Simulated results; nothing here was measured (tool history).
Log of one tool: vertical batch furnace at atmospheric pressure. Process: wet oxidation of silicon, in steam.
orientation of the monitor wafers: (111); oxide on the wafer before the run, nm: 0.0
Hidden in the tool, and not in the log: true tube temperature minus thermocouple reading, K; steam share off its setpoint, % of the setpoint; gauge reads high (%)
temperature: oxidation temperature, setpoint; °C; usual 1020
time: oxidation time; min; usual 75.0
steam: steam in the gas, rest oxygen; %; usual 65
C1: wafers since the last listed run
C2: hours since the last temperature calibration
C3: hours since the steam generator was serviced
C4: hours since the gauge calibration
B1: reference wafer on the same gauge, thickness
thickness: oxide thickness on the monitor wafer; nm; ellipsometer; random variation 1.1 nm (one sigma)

run 1 day=0.000 | temperature=1020 time=75.0 steam=65 | C1=0 C2=3441.8 C3=1863.5 C4=828.0 | B1=525.87 | thickness=471.76
run 2 day=2.929 | temperature=1020 time=75.0 steam=65 | C1=530 C2=3512.1 C3=1933.8 C4=898.3 | B1=526.02 | thickness=468.90
run 3 day=4.888 | temperature=1020 time=75.0 steam=65 | C1=354 C2=3559.1 C3=1980.8 C4=945.3 | B1=526.22 | thickness=471.61
run 4 day=7.404 | temperature=1020 time=102.5 steam=65 | C1=455 C2=3619.5 C3=2041.2 C4=1005.7 | B1=526.29 | thickness=565.99
run 5 day=9.692 | temperature=1020 time=102.5 steam=65 | C1=414 C2=3674.4 C3=2096.1 C4=1060.6 | B1=525.84 | thickness=563.25
run 6 day=11.438 | temperature=1020 time=75.0 steam=65 | C1=316 C2=3716.3 C3=2138.0 C4=1102.5 | B1=526.04 | thickness=468.44
run 7 day=12.538 | temperature=1020 time=75.0 steam=65 | C1=199 C2=3742.7 C3=2164.4 C4=1128.9 | B1=526.25 | thickness=467.06
run 8 day=13.733 | temperature=1020 time=75.0 steam=65 | C1=216 C2=3771.4 C3=2193.1 C4=1157.6 | B1=525.93 | thickness=468.75
run 9 day=15.646 | temperature=1020 time=75.0 steam=65 | C1=346 C2=3817.3 C3=2239.0 C4=1203.5 | B1=526.10 | thickness=470.05
run 10 day=17.838 | temperature=1020 time=75.0 steam=65 | C1=396 C2=3869.9 C3=2291.6 C4=1256.1 | B1=525.91 | thickness=467.85
run 11 day=20.642 | temperature=1020 time=75.0 steam=65 | C1=507 C2=3937.2 C3=2358.9 C4=1323.4 | B1=526.18 | thickness=467.82
run 12 day=22.946 | temperature=1020 time=75.0 steam=65 | C1=417 C2=3992.5 C3=2414.2 C4=1378.7 | B1=526.35 | thickness=467.05
run 13 day=25.450 | temperature=1020 time=75.0 steam=65 | C1=453 C2=4052.6 C3=2474.3 C4=1438.8 | B1=525.95 | thickness=466.76
-- day=27.304 gauge calibrated
run 14 day=31.288 | temperature=1020 time=75.0 steam=65 | C1=1056 C2=4192.7 C3=2614.4 C4=95.6 | B1=526.41 | thickness=465.38
run 15 day=33.079 | temperature=1020 time=60.0 steam=65 | C1=324 C2=4235.7 C3=2657.4 C4=138.6 | B1=526.09 | thickness=406.15
-- day=34.204 thermocouples replaced and temperature profile calibrated
run 16 day=35.683 | temperature=1020 time=60.0 steam=65 | C1=290 C2=35.5 C3=2719.9 C4=201.1 | B1=526.06 | thickness=396.38
run 17 day=40.058 | temperature=1020 time=75.0 steam=65 | C1=792 C2=140.5 C3=2824.9 C4=306.1 | B1=525.69 | thickness=452.92
run 18 day=41.183 | temperature=1041 time=75.0 steam=65 | C1=203 C2=167.5 C3=2851.9 C4=333.1 | B1=525.27 | thickness=500.42
run 19 day=43.421 | temperature=1006 time=64.0 steam=65 | C1=405 C2=221.2 C3=2905.6 C4=386.8 | B1=526.10 | thickness=378.52
run 20 day=45.046 | temperature=1020 time=75.0 steam=65 | C1=294 C2=260.2 C3=2944.6 C4=425.8 | B1=525.96 | thickness=448.72
-- day=46.462 steam generator serviced
run 21 day=47.033 | temperature=997 time=99.0 steam=56 | C1=178 C2=307.9 C3=13.7 C4=473.5 | B1=526.32 | thickness=449.53
run 22 day=48.362 | temperature=1040 time=75.0 steam=55 | C1=240 C2=339.8 C3=45.6 C4=505.4 | B1=525.75 | thickness=466.86
run 23 day=50.817 | temperature=997 time=43.5 steam=58 | C1=444 C2=398.7 C3=104.5 C4=564.3 | B1=526.12 | thickness=269.58
run 24 day=52.042 | temperature=1039 time=86.0 steam=65 | C1=221 C2=428.1 C3=133.9 C4=593.7 | B1=526.73 | thickness=558.05
run 25 day=54.596 | temperature=1020 time=112.5 steam=62 | C1=462 C2=489.4 C3=195.2 C4=655.0 | B1=526.38 | thickness=580.49
run 26 day=60.483 | temperature=1020 time=93.5 steam=65 | C1=1065 C2=630.7 C3=336.5 C4=796.3 | B1=525.55 | thickness=535.14
run 27 day=62.683 | temperature=996 time=89.0 steam=76 | C1=398 C2=683.5 C3=389.3 C4=849.1 | B1=525.70 | thickness=505.04
run 28 day=64.721 | temperature=1020 time=51.5 steam=75 | C1=368 C2=732.4 C3=438.2 C4=898.0 | B1=525.48 | thickness=409.75
run 29 day=67.425 | temperature=1020 time=75.0 steam=65 | C1=489 C2=797.3 C3=503.1 C4=962.9 | B1=525.48 | thickness=471.19
run 30 day=70.317 | temperature=1020 time=48.0 steam=56 | C1=523 C2=866.7 C3=572.5 C4=1032.3 | B1=525.77 | thickness=326.67
run 31 day=71.375 | temperature=1020 time=85.5 steam=53 | C1=191 C2=892.1 C3=597.9 C4=1057.7 | B1=525.72 | thickness=448.24
run 32 day=73.175 | temperature=1020 time=96.5 steam=55 | C1=325 C2=935.3 C3=641.1 C4=1100.9 | B1=526.06 | thickness=495.66
run 33 day=76.175 | temperature=1020 time=75.0 steam=65 | C1=543 C2=1007.3 C3=713.1 C4=1172.9 | B1=526.25 | thickness=470.53
run 34 day=82.033 | temperature=1020 time=75.0 steam=65 | C1=1060 C2=1147.9 C3=853.7 C4=1313.5 | B1=526.65 | thickness=470.71
run 35 day=84.571 | temperature=1033 time=37.5 steam=55 | C1=459 C2=1208.8 C3=914.6 C4=1374.4 | B1=525.80 | thickness=297.98

The tool's hidden state at each run:
gauge reads high (%): 0 in every run
H1: true tube temperature minus thermocouple reading, K
H2: steam share off its setpoint, % of the setpoint
run=1 H1=4.21 H2=-3.15
run=2 H1=4.29 H2=-3.35
run=3 H1=4.34 H2=-3.49
run=4 H1=4.42 H2=-3.68
run=5 H1=4.48 H2=-3.85
run=6 H1=4.53 H2=-3.99
run=7 H1=4.56 H2=-4.08
run=8 H1=4.6 H2=-4.17
run=9 H1=4.65 H2=-4.33
run=10 H1=4.71 H2=-4.51
run=11 H1=4.79 H2=-4.75
run=12 H1=4.86 H2=-4.96
run=13 H1=4.93 H2=-5.18
run=14 H1=5.1 H2=-5.73
run=15 H1=5.15 H2=-5.9
run=16 H1=0.252 H2=-6.16
run=17 H1=0.377 H2=-6.61
run=18 H1=0.409 H2=-6.73
run=19 H1=0.473 H2=-6.96
run=20 H1=0.519 H2=-7.14
run=21 H1=0.576 H2=-0.704
run=22 H1=0.614 H2=-0.706
run=23 H1=0.684 H2=-0.712
run=24 H1=0.719 H2=-0.718
run=25 H1=0.792 H2=-0.733
run=26 H1=0.96 H2=-0.791
run=27 H1=1.02 H2=-0.82
run=28 H1=1.08 H2=-0.852
run=29 H1=1.16 H2=-0.898
run=30 H1=1.24 H2=-0.956
run=31 H1=1.27 H2=-0.979
run=32 H1=1.32 H2=-1.02
run=33 H1=1.41 H2=-1.09
run=34 H1=1.58 H2=-1.26
run=35 H1=1.65 H2=-1.35
